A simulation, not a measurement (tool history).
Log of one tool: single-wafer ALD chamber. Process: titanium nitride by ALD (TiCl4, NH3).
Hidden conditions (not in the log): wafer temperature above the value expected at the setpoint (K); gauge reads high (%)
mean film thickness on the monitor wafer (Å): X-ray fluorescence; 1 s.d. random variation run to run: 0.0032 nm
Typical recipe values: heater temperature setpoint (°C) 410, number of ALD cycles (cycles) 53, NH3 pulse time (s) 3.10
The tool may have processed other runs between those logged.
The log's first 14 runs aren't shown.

run     day  heater temperature setpoint (°C)  number of ALD cycles (cycles)  NH3 pulse time (s)  wafers since the last listed run  hours since the last thermocouple change  hours since the showerhead was replaced  hours since the gauge calibration  read-back reference wafer on the same gauge, thickness_nm  mean film thickness on the monitor wafer (Å)
 15   7.267                               410                             53                3.10                                27                                    1128.1                                   3805.1                              276.0                                                      1.240                                         12.87
 16   7.883                               405                             53                3.10                                39                                    1142.9                                   3819.9                              290.8                                                      1.240                                         12.85
 17   8.538                               405                             53                3.10                                41                                    1158.6                                   3835.6                              306.5                                                      1.238                                         12.84
 18   8.917                               404                             46                3.10                                24                                    1167.7                                   3844.7                              315.6                                                      1.237                                         11.14
      9.429  -- thermocouple changed; heater temperature recalibrated
 19   9.654                               410                             53                2.72                                25                                       5.4                                   3862.4                              333.3                                                      1.237                                         12.74
 20  10.112                               410                             45                2.39                                29                                      16.4                                   3873.4                              344.3                                                      1.236                                         10.76
 21  10.758                               410                             62                3.10                                41                                      31.9                                   3888.9                              359.8                                                      1.234                                         14.96
 22  11.142                               410                             45                3.10                                24                                      41.1                                   3898.1                              369.0                                                      1.233                                         10.84
 23  11.692                               410                             53                3.10                                35                                      54.3                                   3911.3                              382.2                                                      1.232                                         12.77
     12.488  -- showerhead replaced
 24  12.508                               419                             50                2.71                                30                                      73.9                                      0.5                              401.8                                                      1.231                                         11.96
 25  12.721                               410                             56                3.98                                13                                      79.0                                      5.6                              406.9                                                      1.230                                         13.62
 26  14.783                               410                             53                3.10                               131                                     128.5                                     55.1                              456.4                                                      1.225                                         12.72
     14.992  -- gauge calibrated
 27  15.492                               410                             62                3.66                                45                                     145.5                                     72.1                               12.0                                                      1.254                                         15.31
 28  16.071                               416                             48                1.91                                36                                     159.4                                     86.0                               25.9                                                      1.254                                         11.60
 29  16.325                               410                             61                2.75                                16                                     165.5                                     92.1                               32.0                                                      1.253                                         14.87
 30  16.617                               410                             50                3.10                                18                                     172.5                                     99.1                               39.0                                                      1.254                                         12.22
 31  16.908                               410                             56                3.98                                18                                     179.5                                    106.1                               46.0                                                      1.254                                         13.82
 32  17.338                               424                             61                2.23                                27                                     189.8                                    116.4                               56.3                                                      1.254                                         14.91
 33  17.800                               403                             45                2.47                                29                                     200.9                                    127.5                               67.4                                                      1.253                                         10.91
 34  18.325                               410                             47                3.10                                33                                     213.5                                    140.1                               80.0                                                      1.253                                         11.46
 35  19.050                               410                             43                3.10                                46                                     230.9                                    157.5                               97.4                                                      1.253                                         10.51
 36  19.421                               422                             46                3.10                                23                                     239.8                                    166.4                              106.3                                                      1.253                                         11.29
 37  19.875                               410                             53                3.10                                28                                     250.7                                    177.3                              117.2                                                      1.252                                         12.90
 38  20.229                               410                             62                2.44                                22                                     259.2                                    185.8                              125.7                                                      1.252                                         15.04
 39  20.917                               410                             60                2.18                                43                                     275.7                                    202.3                              142.2                                                      1.251                                         14.53

What if the next run were any one of these 5? Each begins from the tool's condition after run 39:
  A  20.938                               410                             53                3.10                                 1                                     276.2                                    202.8                              142.7                                                          ?                                             ?
  B  20.938                               410                             58                3.10                                 1                                     276.2                                    202.8                              142.7                                                          ?                                             ?
  C  20.938                               423                             59                2.71                                 1                                     276.2                                    202.8                              142.7                                                          ?                                             ?
  D  20.938                               410                             47                2.22                                 1                                     276.2                                    202.8                              142.7                                                          ?                                             ?
  E  20.938                               410                             61                2.59                                 1                                     276.2                                    202.8                              142.7                                                          ?                                             ?

run  read-back reference wafer on the same gauge, thickness_nm  mean film thickness on the monitor wafer (Å)
  A                                                      1.251                                         12.97
  B                                                      1.251                                         14.19
  C                                                      1.251                                         14.41
  D                                                      1.251                                         11.37
  E                                                      1.251                                         14.84
What these runs would have given with no unlogged condition in the tool:
run  mean film thickness on the monitor wafer (Å)
  A                                         12.95
  B                                         14.17
  C                                         14.39
  D                                         11.35
  E                                         14.82
